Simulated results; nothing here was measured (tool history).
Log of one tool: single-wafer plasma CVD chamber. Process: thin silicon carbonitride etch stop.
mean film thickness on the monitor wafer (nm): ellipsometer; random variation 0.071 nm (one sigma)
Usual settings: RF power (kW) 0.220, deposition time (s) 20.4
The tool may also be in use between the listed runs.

run	hour	RF power (kW)	deposition time (s)	wafers since the last listed run	hours since the last thermocouple change	hours since the last RF generator calibration	hours since the showerhead was replaced	hours since the gauge calibration	read-back reference wafer on the same gauge, thickness_nm	mean film thickness on the monitor wafer (nm)
1	0.0	0.220	20.4	0	1965.3	851.0	5982.3	1739.9	11.295	13.040
# hour 44.9: thermocouple changed; heater temperature recalibrated
2	45.4	0.220	20.4	1045	0.5	896.4	6027.7	1785.3	11.300	12.934
3	99.7	0.220	20.4	1517	54.8	950.7	6082.0	1839.6	11.310	13.046
4	165.9	0.220	20.4	1850	121.0	1016.9	6148.2	1905.8	11.299	12.964
5	204.5	0.220	20.4	1078	159.6	1055.5	6186.8	1944.4	11.311	13.039
6	283.7	0.220	20.4	2213	238.8	1134.7	6266.0	2023.6	11.273	12.931
7	329.4	0.220	20.4	1277	284.5	1180.4	6311.7	2069.3	11.332	12.978
8	429.2	0.220	20.4	2789	384.3	1280.2	6411.5	2169.1	11.296	12.978
9	518.1	0.220	18.2	2484	473.2	1369.1	6500.4	2258.0	11.331	11.502
# hour 590.1: showerhead replaced, of another model than before
10	625.2	0.220	18.2	2769	580.3	1476.2	35.1	2365.1	11.325	11.317
11	688.2	0.220	18.2	1760	643.3	1539.2	98.1	2428.1	11.286	11.394
12	758.3	0.220	20.4	1959	713.4	1609.3	168.2	2498.2	11.309	12.739
13	824.3	0.220	22.8	1844	779.4	1675.3	234.2	2564.2	11.270	14.207
14	911.9	0.220	22.8	2448	867.0	1762.9	321.8	2651.8	11.308	14.209
15	951.4	0.220	20.4	1103	906.5	1802.4	361.3	2691.3	11.338	12.736
16	1017.6	0.265	16.4	1850	972.7	1868.6	427.5	2757.5	11.293	11.263
17	1337.7	0.200	22.8	8946	1292.8	2188.7	747.6	3077.6	11.278	13.446
18	1412.3	0.220	23.4	2084	1367.4	2263.3	822.2	3152.2	11.315	14.453
19	1484.8	0.245	22.6	2026	1439.9	2335.8	894.7	3224.7	11.318	14.902

Forecast run 20:
20	1527.3	0.185	23.4	1187	1482.4	2378.3	937.2	3267.2	?	?

Run 20 gave read-back reference wafer on the same gauge, thickness_nm 11.275, mean film thickness on the monitor wafer (nm) 13.352.
Without the tool's hidden state the same run would have given mean film thickness on the monitor wafer (nm) 13.973.
